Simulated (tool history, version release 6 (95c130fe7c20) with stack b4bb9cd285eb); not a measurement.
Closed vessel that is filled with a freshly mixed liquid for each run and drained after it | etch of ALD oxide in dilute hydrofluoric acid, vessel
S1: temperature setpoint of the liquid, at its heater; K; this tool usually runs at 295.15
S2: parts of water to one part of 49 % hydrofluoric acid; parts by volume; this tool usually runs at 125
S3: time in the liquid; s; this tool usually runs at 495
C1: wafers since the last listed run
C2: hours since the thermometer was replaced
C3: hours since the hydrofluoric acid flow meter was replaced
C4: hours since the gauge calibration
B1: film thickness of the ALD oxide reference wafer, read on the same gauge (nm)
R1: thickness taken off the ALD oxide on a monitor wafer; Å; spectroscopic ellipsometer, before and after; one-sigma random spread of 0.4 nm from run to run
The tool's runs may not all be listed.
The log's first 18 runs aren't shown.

run	hour	S1	S2	S3	C1	C2	C3	C4	B1	R1
19	483.5	293.15	100	765	1422	118.1	67.9	194.3	29.98	889.2
20	517.5	295.15	125	495	1650	152.1	101.9	228.3	29.98	483.8
21	533.3	299.15	105	495	766	167.9	117.7	244.1	29.97	700.2
22	562.4	292.65	125	225	1412	197.0	146.8	273.2	30.01	200.7
23	583.8	299.15	105	495	1038	218.4	168.2	294.6	30.03	700.6
24	601.1	295.15	155	495	839	235.7	185.5	311.9	29.97	380.3
25	634.0	298.15	125	605	1596	268.6	218.4	344.8	29.99	675.8
26	666.8	295.15	170	495	1591	301.4	251.2	377.6	30.00	342.2
27	691.7	295.15	75	685	1208	326.3	276.1	402.5	29.97	1195.7
28	720.1	298.15	170	645	1378	354.7	304.5	430.9	30.02	492.5
29	754.2	295.15	125	495	1655	388.8	338.6	465.0	30.01	482.9
30	788.3	295.15	125	630	1655	422.9	372.7	499.1	30.00	624.3
# hour 816.1: gauge calibrated
31	820.8	295.15	125	495	1577	455.4	405.2	4.7	29.98	490.4
32	900.2	299.65	160	790	3853	534.8	484.6	84.1	30.01	705.7

5 ways to go on from here, each from the tool as it stands after run 32. What would each give?
A	901.0	295.15	125	495	38	535.6	485.4	84.9	?	?
B	901.0	292.15	125	590	38	535.6	485.4	84.9	?	?
C	901.0	295.15	125	720	38	535.6	485.4	84.9	?	?
D	901.0	295.15	125	635	38	535.6	485.4	84.9	?	?
E	901.0	295.15	85	290	38	535.6	485.4	84.9	?	?

run	B1	R1
A	29.98	485.8
B	29.98	513.2
C	29.98	706.7
D	29.98	623.2
E	29.98	438.5
Without the tool's hidden state the same runs would have given:
run	R1
A	485.8
B	513.2
C	706.7
D	623.2
E	438.5

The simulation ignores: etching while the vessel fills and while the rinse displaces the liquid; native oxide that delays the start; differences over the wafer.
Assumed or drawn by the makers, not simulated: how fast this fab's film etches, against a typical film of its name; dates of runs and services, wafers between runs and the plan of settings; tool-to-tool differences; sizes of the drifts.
